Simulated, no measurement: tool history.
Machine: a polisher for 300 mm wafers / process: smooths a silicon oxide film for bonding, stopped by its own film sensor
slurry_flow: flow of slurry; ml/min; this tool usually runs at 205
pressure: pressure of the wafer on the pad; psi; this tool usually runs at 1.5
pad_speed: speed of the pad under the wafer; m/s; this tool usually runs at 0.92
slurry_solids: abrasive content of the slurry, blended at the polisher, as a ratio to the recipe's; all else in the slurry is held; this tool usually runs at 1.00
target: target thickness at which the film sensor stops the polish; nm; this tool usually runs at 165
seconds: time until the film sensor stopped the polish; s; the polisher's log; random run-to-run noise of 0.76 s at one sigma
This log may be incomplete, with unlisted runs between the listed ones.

run,hour,slurry_flow,pressure,pad_speed,slurry_solids,target,wafers since the last listed run,wafers polished on this pad,hours since the slurry nozzle was cleaned,hours since the head pressure was calibrated,hours since the slurry blender was calibrated,"incoming thickness of the incoming film, nm",seconds
1,0.0,205,1.5,0.92,1.00,165,0,755,705.0,1232.0,3.7,207.2,79.4
# hour 12.0: slurry nozzle cleaned
2,14.5,205,1.5,0.92,1.00,165,115,871,2.5,1246.5,18.2,211.0,88.8
# hour 21.1: worn pad replaced by a new one
3,31.5,205,1.5,0.92,1.00,165,111,89,19.5,1263.5,35.2,213.4,88.3
4,44.9,205,1.5,0.92,1.00,165,114,204,32.9,1276.9,48.6,209.0,80.2
5,61.8,205,1.5,0.92,1.00,165,144,349,49.8,1293.8,65.5,210.7,84.8
6,79.0,205,1.5,0.92,1.00,165,147,496,67.0,1311.0,82.7,211.4,85.6
7,93.8,205,1.3,0.92,1.00,155,126,623,81.8,1325.8,97.5,210.7,117.0
8,101.9,260,1.4,0.92,0.80,165,69,693,89.9,1333.9,105.6,209.8,94.0
9,114.2,205,1.5,0.92,1.00,165,105,798,102.2,1346.2,117.9,212.7,90.5
10,125.4,205,1.5,0.92,1.00,165,96,894,113.4,1357.4,129.1,207.9,81.5
11,138.3,205,1.2,0.92,0.90,153,110,1005,126.3,1370.3,142.0,207.9,132.4
# hour 144.5: worn pad replaced by a new one
12,147.2,240,1.7,0.92,1.00,165,42,23,135.2,1379.2,150.9,205.5,63.8
13,154.4,205,1.5,0.92,1.00,165,61,84,142.4,1386.4,158.1,211.2,84.0
# hour 162.6: slurry blender recalibrated
# hour 195.5: head pressure recalibrated
14,202.4,205,1.8,0.92,1.00,165,377,462,190.4,6.9,39.8,210.0,71.8
15,210.5,205,1.5,0.92,1.00,178,69,531,198.5,15.0,47.9,209.6,59.3
16,220.2,160,1.5,0.68,0.90,165,83,614,208.2,24.7,57.6,207.6,112.3
17,228.7,205,1.5,0.92,1.15,165,72,687,216.7,33.2,66.1,209.7,80.3
18,237.6,205,1.3,0.92,0.75,178,76,763,225.6,42.1,75.0,209.3,76.1
19,244.9,205,1.5,0.92,1.00,165,62,826,232.9,49.4,82.3,211.5,88.3
20,251.2,205,1.5,0.92,1.00,165,54,880,239.2,55.7,88.6,207.5,82.3
# hour 256.0: worn pad replaced by a new one
21,264.8,235,1.5,0.70,1.00,178,82,75,252.8,69.3,102.2,211.3,72.8
22,272.4,240,1.3,0.92,0.75,165,65,140,260.4,76.9,109.8,213.2,105.8
23,287.2,260,1.3,0.78,1.10,165,126,267,275.2,91.7,124.6,206.0,89.9
24,302.9,205,1.5,0.92,1.00,165,134,402,290.9,107.4,140.3,209.8,82.3
# hour 344.6: slurry blender recalibrated
25,345.1,205,1.5,0.82,1.30,149,344,747,333.1,149.6,0.5,210.2,113.7
26,359.3,205,1.5,0.68,1.00,165,121,868,347.3,163.8,14.7,207.7,102.7
27,365.6,205,1.5,0.92,0.75,150,54,922,353.6,170.1,21.0,212.1,131.1
# hour 380.7: worn pad replaced by a new one
28,381.2,230,1.8,0.92,0.90,170,99,4,369.2,185.7,36.6,211.0,63.9
29,390.4,205,1.5,0.92,1.00,153,78,83,378.4,194.9,45.8,212.8,108.3
30,400.4,225,1.5,1.18,1.00,165,85,168,388.4,204.9,55.8,213.2,69.7
31,411.9,205,1.5,0.92,0.80,158,98,267,399.9,216.4,67.3,208.8,100.0

Here are 3 independent what-if runs from the current tool condition. What would each one return?
A,412.3,205,1.5,0.92,1.00,165,3,271,400.3,216.8,67.7,209.3,?
B,412.3,205,1.5,0.92,1.00,174,3,271,400.3,216.8,67.7,209.3,?
C,412.3,245,1.1,0.92,0.85,171,3,271,400.3,216.8,67.7,209.3,?

run,seconds
A,80.6
B,64.2
C,93.5
What these runs would have given with no unlogged condition in the tool:
run,seconds
A,78.8
B,62.8
C,91.4
